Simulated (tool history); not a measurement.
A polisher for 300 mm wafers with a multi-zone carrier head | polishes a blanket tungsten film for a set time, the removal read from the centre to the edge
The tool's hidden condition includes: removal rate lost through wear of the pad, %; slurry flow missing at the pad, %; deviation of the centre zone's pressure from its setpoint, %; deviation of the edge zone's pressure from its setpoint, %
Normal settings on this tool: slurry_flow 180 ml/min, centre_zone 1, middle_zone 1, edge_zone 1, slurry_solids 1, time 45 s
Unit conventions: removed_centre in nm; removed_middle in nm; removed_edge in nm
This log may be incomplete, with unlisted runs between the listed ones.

run   hour  slurry_flow  centre_zone  middle_zone  edge_zone  slurry_solids  time  wafers since the last listed run  wafers polished on this pad  hours since the slurry nozzle was cleaned  hours since the centre zone pressure was calibrated  hours since the edge zone pressure was calibrated  hours since the carrier head's membrane was replaced  incoming thickness of the incoming film, nm  removed_centre  removed_middle  removed_edge
  1      0          180            1         0.93          1              1    40                                 0                         1159                                      287.4                                                222.4                                               97.3                                                 323.8                                         1299           186.4           174.1         180.4
  2   46.7          180            1            1          1              1    45                               271                         1431                                      334.1                                                269.1                                                144                                                 370.5                                       1297.1           206.5           204.8         207.4
  3   89.6          180            1            1          1              1    57                               249                         1681                                        377                                                  312                                              186.9                                                 413.4                                       1310.1           269.4           265.2           262
  4  121.3          180            1            1          1              1    29                               184                         1865                                      408.7                                                343.7                                              218.6                                                 445.1                                       1303.3           132.6           133.6         131.8
     148.7  -- centre zone pressure recalibrated
  5  159.1          220            1            1          1              1    45                               208                         2073                                      446.5                                                 10.4                                              256.4                                                 482.9                                       1287.4           218.8           210.6         208.5
  6  183.3          180            1            1          1              1    45                               140                         2214                                      470.7                                                 34.6                                              280.6                                                 507.1                                       1302.8           203.8           203.5         204.5
     213.7  -- worn pad replaced by a new one
  7  220.8          180            1            1       0.94              1    45                               194                           41                                      508.2                                                 72.1                                              318.1                                                 544.6                                       1301.1           201.6           204.2         198.9
     239.7  -- edge zone pressure recalibrated
  8  258.5          180            1         0.95          1            0.9    50                               207                          249                                      545.9                                                109.8                                               18.8                                                 582.3                                       1308.4           222.4           217.9         221.2
  9  282.9          180            1            1          1              1    45                               141                          391                                      570.3                                                134.2                                               43.2                                                 606.7                                       1313.2             202           202.6         206.4
 10  345.4          155            1            1       0.91              1    45                               363                          754                                      632.8                                                196.7                                              105.7                                                 669.2                                       1313.7           197.9             198         192.3

Run 11, settings as shown, results not yet in. Your forecast:
 11   396          180            1            1       1.08              1    34                               294                         1049                                      683.4                                                247.3                                              156.3                                                 719.8                                         1282               ?               ?             ?

Run 11 produced removed_centre 155.7 nm, removed_middle 155.6 nm, removed_edge 156.7 nm.
Take away the tool's hidden state, keep the run-to-run variation as it was, and the same run would have given removed_centre 163.3 nm, removed_middle 162.3 nm, removed_edge 161.6 nm.

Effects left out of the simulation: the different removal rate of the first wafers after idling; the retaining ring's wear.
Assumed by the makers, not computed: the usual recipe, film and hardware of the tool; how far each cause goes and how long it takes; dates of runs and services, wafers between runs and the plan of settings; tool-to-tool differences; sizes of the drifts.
